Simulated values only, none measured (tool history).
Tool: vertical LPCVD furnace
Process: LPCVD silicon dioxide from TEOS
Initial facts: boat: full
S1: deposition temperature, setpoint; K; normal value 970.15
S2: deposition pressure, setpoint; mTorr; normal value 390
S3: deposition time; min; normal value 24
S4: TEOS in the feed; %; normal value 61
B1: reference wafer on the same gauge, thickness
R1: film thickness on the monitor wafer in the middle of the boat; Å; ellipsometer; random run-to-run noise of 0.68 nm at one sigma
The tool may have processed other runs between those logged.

run   hour      S1   S2    S3  S4      B1      R1
  1      0  970.15  390    24  57  195.81  1771.2
  2   11.1  970.15  390    24  61  196.08  1821.6
  3   28.4  970.15  390    24  56  196.11  1742.1
  4   39.4  970.15  390    24  56  195.61  1756.7
  5   47.3  970.15  390    24  56  196.15  1746.2
  6   54.2  970.15  390  21.5  61   196.1  1640.6
  7   63.3  970.15  390  21.5  61  195.89  1642.1
  8   70.5  970.15  390    24  61  195.93  1840.6
  9   82.2  970.15  390    24  61     196  1861.7
 10   91.3  970.15  335  21.5  61  195.91  1530.5
 11    107  970.15  335  21.5  61  195.93  1533.9
 12  121.3  970.15  390    24  61  196.03  1841.8
 13    128  970.15  335    24  61  195.77  1707.2
 14  142.2  970.15  335    24  61  196.09  1709.9
 15  177.6  970.15  335    24  61  195.94  1721.5
     183.2  -- gauge calibrated
 16  187.7  970.15  315    33  71  196.19  2499.8
     221.9  -- TEOS flow controller replaced
 17  222.4  970.15  390    21  52  196.34  1510.7
 18  225.8  970.15  390    24  56  196.18  1787.7
 19  229.1  970.15  390  31.5  72   196.1  2673.2
     247.1  -- pressure gauge zeroed
 20  265.1  970.15  390    20  61  195.91  1552.4
     295.3  -- thermocouples replaced and temperature profile calibrated
 21  295.8  970.15  485    24  51  195.79  1781.3
 22  299.1  958.15  460    24  61  196.38  1422.9
 23  302.5  970.15  335    24  61   195.8  1624.1
 24  318.2  963.15  390    24  61  195.96  1472.9
 25  344.5  978.15  390    24  68  195.75  2212.4
 26  361.6  974.15  300    24  61  196.16  1677.5
 27  368.6  970.15  390    24  56  196.02  1662.8
 28  385.2  970.15  390  21.5  67  196.34  1632.6
 29  394.2  970.15  365    24  61  196.13  1684.7
 30  401.9  970.15  390    24  66  195.96  1811.1

Predict each of these 5 candidate next runs independently; none follows another, all start after run 30:
  A  405.4  970.15  390    24  61   ?   ?
  B  405.4  959.15  445    24  58   ?   ?
  C  405.4  960.15  425    24  56   ?   ?
  D  405.4  970.15  390    24  51   ?   ?
  E  405.4  970.15  390  18.5  68   ?   ?

run      B1      R1
  A  195.92  1742.2
  B  195.92  1399.1
  C  195.92    1376
  D  195.92    1593
  E  195.92  1417.9
The same runs, with their run-to-run variation unchanged, on a tool lacking any hidden condition would have given:
run      R1
  A  1716.9
  B  1378.3
  C  1355.6
  D  1569.9
  E  1397.3
